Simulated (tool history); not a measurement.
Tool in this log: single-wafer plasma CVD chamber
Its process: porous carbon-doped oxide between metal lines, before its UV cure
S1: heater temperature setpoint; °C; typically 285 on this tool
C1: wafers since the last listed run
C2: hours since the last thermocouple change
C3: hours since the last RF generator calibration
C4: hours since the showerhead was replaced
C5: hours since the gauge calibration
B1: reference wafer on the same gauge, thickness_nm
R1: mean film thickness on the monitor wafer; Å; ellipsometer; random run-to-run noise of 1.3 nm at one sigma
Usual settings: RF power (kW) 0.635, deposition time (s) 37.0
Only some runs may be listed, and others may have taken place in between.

{"run": 1, "day": 0.0, "S1": 285, "RF power (kW)": 0.635, "deposition time (s)": 41.5, "C1": 0, "C2": 390.3, "C3": 1040.1, "C4": 5070.0, "C5": 723.1, "B1": 288.36, "R1": 2971.21}
{"run": 2, "day": 1.292, "S1": 285, "RF power (kW)": 0.635, "deposition time (s)": 37.0, "C1": 704, "C2": 421.3, "C3": 1071.1, "C4": 5101.0, "C5": 754.1, "B1": 288.26, "R1": 2673.49}
{"run": 3, "day": 3.075, "S1": 285, "RF power (kW)": 0.635, "deposition time (s)": 37.0, "C1": 972, "C2": 464.1, "C3": 1113.9, "C4": 5143.8, "C5": 796.9, "B1": 288.178, "R1": 2688.74}
{"run": 4, "day": 4.854, "S1": 285, "RF power (kW)": 0.635, "deposition time (s)": 37.0, "C1": 969, "C2": 506.8, "C3": 1156.6, "C4": 5186.5, "C5": 839.6, "B1": 288.254, "R1": 2674.82}
{"run": 5, "day": 7.412, "S1": 285, "RF power (kW)": 0.635, "deposition time (s)": 37.0, "C1": 1394, "C2": 568.2, "C3": 1218.0, "C4": 5247.9, "C5": 901.0, "B1": 288.114, "R1": 2686.92}
{"run": 6, "day": 9.025, "S1": 285, "RF power (kW)": 0.635, "deposition time (s)": 37.0, "C1": 879, "C2": 606.9, "C3": 1256.7, "C4": 5286.6, "C5": 939.7, "B1": 288.055, "R1": 2701.98}
{"run": 7, "day": 11.571, "S1": 285, "RF power (kW)": 0.635, "deposition time (s)": 37.0, "C1": 1387, "C2": 668.0, "C3": 1317.8, "C4": 5347.7, "C5": 1000.8, "B1": 288.276, "R1": 2702.93}
{"day": 12.979, "done": "gauge calibrated"}
{"run": 8, "day": 14.154, "S1": 285, "RF power (kW)": 0.635, "deposition time (s)": 37.0, "C1": 1408, "C2": 730.0, "C3": 1379.8, "C4": 5409.7, "C5": 28.2, "B1": 287.964, "R1": 2693.7}
{"run": 9, "day": 15.462, "S1": 285, "RF power (kW)": 0.635, "deposition time (s)": 37.0, "C1": 713, "C2": 761.4, "C3": 1411.2, "C4": 5441.1, "C5": 59.6, "B1": 288.095, "R1": 2677.63}
{"run": 10, "day": 16.629, "S1": 285, "RF power (kW)": 0.635, "deposition time (s)": 37.0, "C1": 636, "C2": 789.4, "C3": 1439.2, "C4": 5469.1, "C5": 87.6, "B1": 288.16, "R1": 2687.4}
{"run": 11, "day": 17.779, "S1": 285, "RF power (kW)": 0.635, "deposition time (s)": 37.0, "C1": 626, "C2": 817.0, "C3": 1466.8, "C4": 5496.7, "C5": 115.2, "B1": 287.866, "R1": 2691.13}
{"run": 12, "day": 20.508, "S1": 285, "RF power (kW)": 0.635, "deposition time (s)": 37.0, "C1": 1487, "C2": 882.5, "C3": 1532.3, "C4": 5562.2, "C5": 180.7, "B1": 287.877, "R1": 2715.19}
{"run": 13, "day": 21.829, "S1": 285, "RF power (kW)": 0.635, "deposition time (s)": 37.0, "C1": 720, "C2": 914.2, "C3": 1564.0, "C4": 5593.9, "C5": 212.4, "B1": 288.155, "R1": 2699.59}
{"day": 24.225, "done": "showerhead replaced"}
{"run": 14, "day": 29.679, "S1": 285, "RF power (kW)": 0.575, "deposition time (s)": 37.0, "C1": 4097, "C2": 1102.6, "C3": 1752.4, "C4": 130.9, "C5": 400.8, "B1": 287.821, "R1": 2565.86}
{"run": 15, "day": 32.579, "S1": 285, "RF power (kW)": 0.635, "deposition time (s)": 37.0, "C1": 1580, "C2": 1172.2, "C3": 1822.0, "C4": 200.5, "C5": 470.4, "B1": 287.981, "R1": 2723.61}
{"run": 16, "day": 34.204, "S1": 293, "RF power (kW)": 0.635, "deposition time (s)": 43.9, "C1": 885, "C2": 1211.2, "C3": 1861.0, "C4": 239.5, "C5": 509.4, "B1": 287.926, "R1": 3060.66}
{"run": 17, "day": 37.067, "S1": 285, "RF power (kW)": 0.725, "deposition time (s)": 40.1, "C1": 1560, "C2": 1279.9, "C3": 1929.7, "C4": 308.2, "C5": 578.1, "B1": 287.765, "R1": 3185.08}
{"run": 18, "day": 39.229, "S1": 285, "RF power (kW)": 0.725, "deposition time (s)": 37.0, "C1": 1178, "C2": 1331.8, "C3": 1981.6, "C4": 360.1, "C5": 630.0, "B1": 288.082, "R1": 2952.37}
{"run": 19, "day": 41.983, "S1": 285, "RF power (kW)": 0.68, "deposition time (s)": 31.9, "C1": 1501, "C2": 1397.9, "C3": 2047.7, "C4": 426.2, "C5": 696.1, "B1": 288.058, "R1": 2464.37}
{"run": 20, "day": 42.996, "S1": 285, "RF power (kW)": 0.635, "deposition time (s)": 37.0, "C1": 551, "C2": 1422.2, "C3": 2072.0, "C4": 450.5, "C5": 720.4, "B1": 287.931, "R1": 2778.64}
{"run": 21, "day": 44.688, "S1": 285, "RF power (kW)": 0.635, "deposition time (s)": 37.0, "C1": 922, "C2": 1462.8, "C3": 2112.6, "C4": 491.1, "C5": 761.0, "B1": 288.163, "R1": 2775.58}
{"run": 22, "day": 46.588, "S1": 279, "RF power (kW)": 0.74, "deposition time (s)": 41.2, "C1": 1035, "C2": 1508.4, "C3": 2158.2, "C4": 536.7, "C5": 806.6, "B1": 288.063, "R1": 3525.08}
{"day": 48.954, "done": "thermocouple changed; heater temperature recalibrated"}
{"run": 23, "day": 49.329, "S1": 285, "RF power (kW)": 0.755, "deposition time (s)": 37.0, "C1": 1312, "C2": 9.0, "C3": 2224.0, "C4": 602.5, "C5": 872.4, "B1": 288.155, "R1": 2964.65}
{"run": 24, "day": 52.171, "S1": 270, "RF power (kW)": 0.635, "deposition time (s)": 43.3, "C1": 1549, "C2": 77.2, "C3": 2292.2, "C4": 670.7, "C5": 940.6, "B1": 287.787, "R1": 3463.86}
{"run": 25, "day": 54.129, "S1": 285, "RF power (kW)": 0.71, "deposition time (s)": 37.0, "C1": 1067, "C2": 124.2, "C3": 2339.2, "C4": 717.7, "C5": 987.6, "B1": 288.082, "R1": 2851.72}
{"day": 55.729, "done": "RF generator calibrated"}
{"run": 26, "day": 57.046, "S1": 285, "RF power (kW)": 0.54, "deposition time (s)": 34.8, "C1": 1408, "C2": 194.2, "C3": 31.6, "C4": 787.7, "C5": 1057.6, "B1": 287.702, "R1": 2276.92}
{"run": 27, "day": 59.179, "S1": 285, "RF power (kW)": 0.635, "deposition time (s)": 37.0, "C1": 1163, "C2": 245.4, "C3": 82.8, "C4": 838.9, "C5": 1108.8, "B1": 287.881, "R1": 2645.32}
{"run": 28, "day": 60.729, "S1": 277, "RF power (kW)": 0.51, "deposition time (s)": 37.0, "C1": 845, "C2": 282.6, "C3": 120.0, "C4": 876.1, "C5": 1146.0, "B1": 288.15, "R1": 2484.59}
{"run": 29, "day": 63.562, "S1": 273, "RF power (kW)": 0.57, "deposition time (s)": 43.9, "C1": 1544, "C2": 350.6, "C3": 188.0, "C4": 944.1, "C5": 1214.0, "B1": 287.863, "R1": 3232.8}
{"run": 30, "day": 64.712, "S1": 285, "RF power (kW)": 0.635, "deposition time (s)": 37.0, "C1": 626, "C2": 378.2, "C3": 215.6, "C4": 971.7, "C5": 1241.6, "B1": 287.848, "R1": 2680.45}
{"day": 65.404, "done": "gauge calibrated"}
{"run": 31, "day": 66.604, "S1": 273, "RF power (kW)": 0.54, "deposition time (s)": 42.0, "C1": 1031, "C2": 423.6, "C3": 261.0, "C4": 1017.1, "C5": 28.8, "B1": 287.855, "R1": 3005.42}
{"run": 32, "day": 72.438, "S1": 285, "RF power (kW)": 0.685, "deposition time (s)": 37.0, "C1": 3180, "C2": 563.6, "C3": 401.0, "C4": 1157.1, "C5": 168.8, "B1": 288.01, "R1": 2792.33}
{"run": 33, "day": 73.588, "S1": 274, "RF power (kW)": 0.635, "deposition time (s)": 37.0, "C1": 626, "C2": 591.2, "C3": 428.6, "C4": 1184.7, "C5": 196.4, "B1": 287.808, "R1": 2878.3}

What if the next run were any one of these 5? Each begins from the tool's condition after run 33:
{"run": "A", "day": 73.604, "S1": 279, "RF power (kW)": 0.635, "deposition time (s)": 37.0, "C1": 9, "C2": 591.6, "C3": 429.0, "C4": 1185.1, "C5": 196.8, "B1": "?", "R1": "?"}
{"run": "B", "day": 73.604, "S1": 285, "RF power (kW)": 0.635, "deposition time (s)": 42.8, "C1": 9, "C2": 591.6, "C3": 429.0, "C4": 1185.1, "C5": 196.8, "B1": "?", "R1": "?"}
{"run": "C", "day": 73.604, "S1": 295, "RF power (kW)": 0.56, "deposition time (s)": 43.2, "C1": 9, "C2": 591.6, "C3": 429.0, "C4": 1185.1, "C5": 196.8, "B1": "?", "R1": "?"}
{"run": "D", "day": 73.604, "S1": 289, "RF power (kW)": 0.635, "deposition time (s)": 37.0, "C1": 9, "C2": 591.6, "C3": 429.0, "C4": 1185.1, "C5": 196.8, "B1": "?", "R1": "?"}
{"run": "E", "day": 73.604, "S1": 299, "RF power (kW)": 0.635, "deposition time (s)": 37.0, "C1": 9, "C2": 591.6, "C3": 429.0, "C4": 1185.1, "C5": 196.8, "B1": "?", "R1": "?"}

run=A B1=287.862 R1=2777.55
run=B B1=287.862 R1=3069.29
run=C B1=287.862 R1=2689.75
run=D B1=287.862 R1=2590.96
run=E B1=287.862 R1=2426.71
Stripped of hidden state, with their random variation kept, the same runs would have yielded:
run=A R1=2749.04
run=B R1=3038.77
run=C R1=2664.60
run=D R1=2565.59
run=E R1=2404.52
